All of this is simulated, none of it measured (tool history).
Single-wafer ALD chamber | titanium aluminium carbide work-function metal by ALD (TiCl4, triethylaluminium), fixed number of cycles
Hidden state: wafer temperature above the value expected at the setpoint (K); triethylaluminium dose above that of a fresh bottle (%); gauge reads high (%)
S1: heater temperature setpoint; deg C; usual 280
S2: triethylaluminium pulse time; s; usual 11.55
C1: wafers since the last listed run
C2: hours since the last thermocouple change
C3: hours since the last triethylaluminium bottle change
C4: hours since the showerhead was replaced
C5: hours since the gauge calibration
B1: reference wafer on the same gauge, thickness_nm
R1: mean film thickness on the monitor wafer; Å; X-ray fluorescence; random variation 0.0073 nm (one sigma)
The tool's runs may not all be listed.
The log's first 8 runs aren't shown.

{"run": 9, "day": 21.488, "S1": 280, "S2": 11.55, "C1": 408, "C2": 1678.1, "C3": 227.5, "C4": 440.9, "C5": 1458.5, "B1": 1.83, "R1": 18.49}
{"run": 10, "day": 22.996, "S1": 280, "S2": 11.55, "C1": 319, "C2": 1714.3, "C3": 263.7, "C4": 477.1, "C5": 1494.7, "B1": 1.831, "R1": 18.45}
{"run": 11, "day": 26.642, "S1": 267, "S2": 8.39, "C1": 771, "C2": 1801.8, "C3": 351.2, "C4": 564.6, "C5": 1582.2, "B1": 1.829, "R1": 16.49}
{"run": 12, "day": 28.388, "S1": 287, "S2": 14.14, "C1": 369, "C2": 1843.7, "C3": 393.1, "C4": 606.5, "C5": 1624.1, "B1": 1.83, "R1": 19.49}
{"day": 29.192, "done": "gauge calibrated"}
{"run": 13, "day": 30.638, "S1": 280, "S2": 11.55, "C1": 475, "C2": 1897.7, "C3": 447.1, "C4": 660.5, "C5": 34.7, "B1": 1.83, "R1": 18.46}
{"run": 14, "day": 32.425, "S1": 269, "S2": 10.27, "C1": 378, "C2": 1940.6, "C3": 490.0, "C4": 703.4, "C5": 77.6, "B1": 1.833, "R1": 17.35}
{"run": 15, "day": 34.842, "S1": 285, "S2": 11.55, "C1": 511, "C2": 1998.6, "C3": 548.0, "C4": 761.4, "C5": 135.6, "B1": 1.831, "R1": 18.87}
{"day": 38.612, "done": "triethylaluminium bottle replaced"}
{"run": 16, "day": 38.633, "S1": 291, "S2": 13.83, "C1": 731, "C2": 2089.6, "C3": 0.5, "C4": 852.4, "C5": 226.6, "B1": 1.83, "R1": 19.93}
{"run": 17, "day": 43.058, "S1": 274, "S2": 9.72, "C1": 936, "C2": 2195.8, "C3": 106.7, "C4": 958.6, "C5": 332.8, "B1": 1.832, "R1": 17.86}
{"day": 43.712, "done": "thermocouple changed; heater temperature recalibrated"}
{"run": 18, "day": 44.821, "S1": 280, "S2": 11.55, "C1": 302, "C2": 26.6, "C3": 149.0, "C4": 1000.9, "C5": 375.1, "B1": 1.83, "R1": 18.4}
{"run": 19, "day": 46.988, "S1": 272, "S2": 11.55, "C1": 458, "C2": 78.6, "C3": 201.0, "C4": 1052.9, "C5": 427.1, "B1": 1.83, "R1": 17.77}
{"run": 20, "day": 49.004, "S1": 280, "S2": 11.55, "C1": 426, "C2": 127.0, "C3": 249.4, "C4": 1101.3, "C5": 475.5, "B1": 1.829, "R1": 18.35}
{"run": 21, "day": 51.129, "S1": 280, "S2": 14.51, "C1": 449, "C2": 178.0, "C3": 300.4, "C4": 1152.3, "C5": 526.5, "B1": 1.828, "R1": 18.7}
{"run": 22, "day": 52.808, "S1": 276, "S2": 12.97, "C1": 355, "C2": 218.3, "C3": 340.7, "C4": 1192.6, "C5": 566.8, "B1": 1.83, "R1": 18.18}
{"run": 23, "day": 56.9, "S1": 280, "S2": 11.55, "C1": 865, "C2": 316.5, "C3": 438.9, "C4": 1290.8, "C5": 665.0, "B1": 1.832, "R1": 18.13}
{"run": 24, "day": 59.8, "S1": 280, "S2": 11.55, "C1": 613, "C2": 386.1, "C3": 508.5, "C4": 1360.4, "C5": 734.6, "B1": 1.827, "R1": 18.3}
{"run": 25, "day": 63.621, "S1": 285, "S2": 7.42, "C1": 808, "C2": 477.8, "C3": 600.2, "C4": 1452.1, "C5": 826.3, "B1": 1.829, "R1": 16.75}
{"day": 64.117, "done": "triethylaluminium bottle replaced"}
{"run": 26, "day": 65.25, "S1": 280, "S2": 13.3, "C1": 274, "C2": 516.9, "C3": 27.2, "C4": 1491.2, "C5": 865.4, "B1": 1.83, "R1": 18.77}
{"run": 27, "day": 68.071, "S1": 269, "S2": 9.92, "C1": 596, "C2": 584.6, "C3": 94.9, "C4": 1558.9, "C5": 933.1, "B1": 1.833, "R1": 17.28}
{"run": 28, "day": 69.808, "S1": 280, "S2": 11.55, "C1": 367, "C2": 626.3, "C3": 136.6, "C4": 1600.6, "C5": 974.8, "B1": 1.829, "R1": 18.35}
{"run": 29, "day": 73.45, "S1": 273, "S2": 11.55, "C1": 770, "C2": 713.7, "C3": 224.0, "C4": 1688.0, "C5": 1062.2, "B1": 1.831, "R1": 17.84}
{"run": 30, "day": 76.742, "S1": 267, "S2": 11.55, "C1": 696, "C2": 792.7, "C3": 303.0, "C4": 1767.0, "C5": 1141.2, "B1": 1.826, "R1": 17.36}
{"run": 31, "day": 80.575, "S1": 280, "S2": 11.55, "C1": 810, "C2": 884.7, "C3": 395.0, "C4": 1859.0, "C5": 1233.2, "B1": 1.833, "R1": 18.38}
{"run": 32, "day": 83.175, "S1": 280, "S2": 8.67, "C1": 550, "C2": 947.1, "C3": 457.4, "C4": 1921.4, "C5": 1295.6, "B1": 1.834, "R1": 17.35}

Forecast each of these 5 alternatives for the next run:
{"run": "A", "day": 83.192, "S1": 266, "S2": 11.55, "C1": 3, "C2": 947.5, "C3": 457.8, "C4": 1921.8, "C5": 1296.0, "B1": "?", "R1": "?"}
{"run": "B", "day": 83.192, "S1": 292, "S2": 8.44, "C1": 3, "C2": 947.5, "C3": 457.8, "C4": 1921.8, "C5": 1296.0, "B1": "?", "R1": "?"}
{"run": "C", "day": 83.192, "S1": 286, "S2": 13.36, "C1": 3, "C2": 947.5, "C3": 457.8, "C4": 1921.8, "C5": 1296.0, "B1": "?", "R1": "?"}
{"run": "D", "day": 83.192, "S1": 286, "S2": 10.11, "C1": 3, "C2": 947.5, "C3": 457.8, "C4": 1921.8, "C5": 1296.0, "B1": "?", "R1": "?"}
{"run": "E", "day": 83.192, "S1": 289, "S2": 11.55, "C1": 3, "C2": 947.5, "C3": 457.8, "C4": 1921.8, "C5": 1296.0, "B1": "?", "R1": "?"}

run=A B1=1.829 R1=17.27
run=B B1=1.829 R1=18.06
run=C B1=1.829 R1=19.10
run=D B1=1.829 R1=18.37
run=E B1=1.829 R1=19.01
Without the tool's hidden state the same runs would have given:
run=A R1=17.56
run=B R1=18.81
run=C R1=19.28
run=D R1=18.86
run=E R1=19.34

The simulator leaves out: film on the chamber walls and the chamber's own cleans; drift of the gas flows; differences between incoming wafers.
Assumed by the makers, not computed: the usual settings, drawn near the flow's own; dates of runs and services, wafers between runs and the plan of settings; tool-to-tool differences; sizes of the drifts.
